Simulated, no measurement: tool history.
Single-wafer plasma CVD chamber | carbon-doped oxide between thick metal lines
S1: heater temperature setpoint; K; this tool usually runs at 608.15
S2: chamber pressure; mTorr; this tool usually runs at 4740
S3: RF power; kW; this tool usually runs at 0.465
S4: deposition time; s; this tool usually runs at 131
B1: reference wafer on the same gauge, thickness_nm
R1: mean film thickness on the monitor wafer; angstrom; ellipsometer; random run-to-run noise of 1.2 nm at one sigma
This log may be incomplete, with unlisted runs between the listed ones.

run   hour      S1    S2     S3   S4       B1       R1
  1      0  608.15  4740  0.465  131  562.602  6095.66
  2     16  608.15  4740  0.465  131   562.34     6094
  3     30  608.15  4740  0.465  131  562.983  6075.17
  4   44.5  608.15  4390  0.465  131   562.74  6010.87
  5   58.9  608.15  4390  0.465  131  563.565  6028.93
  6   66.9  608.15  4100  0.465  131  563.335  5930.97
  7   82.1  608.15  4100  0.465  131  562.996  5928.64
  8   96.3  608.15  4100  0.465  131  563.333  5932.19
     120.2  -- RF generator calibrated
  9  120.7  608.15  4740  0.385  131  563.303  5797.34
 10    125  608.15  5060  0.465  156  562.994  7654.95
 11  135.5  608.15  4740  0.465  131  562.817  6328.57
     147.8  -- capacitance manometer re-zeroed and calibrated
 12  175.4  616.15  4740  0.465  117  563.192  5510.42
     185.8  -- thermocouple changed; heater temperature recalibrated
 13  186.3  614.15  3810   0.39  119  563.002  5011.62
 14  200.7  608.15  4740  0.465  131  563.646  6352.64
 15  212.9  595.15  4740   0.53  106  562.873  5685.26
 16  227.9  613.15  5170   0.55  151  562.931  7838.75
     240.7  -- showerhead replaced
 17  243.9  608.15  4740  0.465  131  562.528  6325.98
 18  257.8  612.15  3800  0.545  112  562.778  5520.98
     264.4  -- gauge calibrated
 19  269.9  608.15  4740   0.43  131  562.944  6092.47
 20  286.9  604.15  5320   0.54  141  563.484  7510.93
 21  300.5  608.15  4740   0.49  108  562.902  5339.78
 22    308  608.15  4740  0.465  131  563.272  6334.38
 23  323.2  608.15  3720  0.465  131  562.782  6064.56
 24  330.9  603.15  5450   0.55  131  562.877  7100.52
 25  346.7  608.15  4740  0.465  131   563.17  6337.79
 26  357.8  608.15  4740  0.465  131  563.217  6352.77
 27  366.6  618.15  4740   0.54  107  563.039  5341.24

5 ways to go on from here, each from the tool as it stands after run 27. What would each give?
  A   367  608.15  4740  0.465  131   ?   ?
  B   367  616.15  4740  0.465  120   ?   ?
  C   367  608.15  4240  0.535  131   ?   ?
  D   367  600.15  4740  0.465  131   ?   ?
  E   367  594.15  4740  0.465  131   ?   ?

run       B1       R1
  A  563.099  6334.92
  B  563.099  5655.84
  C  563.099  6604.93
  D  563.099  6518.97
  E  563.099   6672.2
With no hidden state in the tool, these same runs would have given:
run       R1
  A  6352.53
  B  5671.57
  C   6622.9
  D  6537.09
  E  6690.75
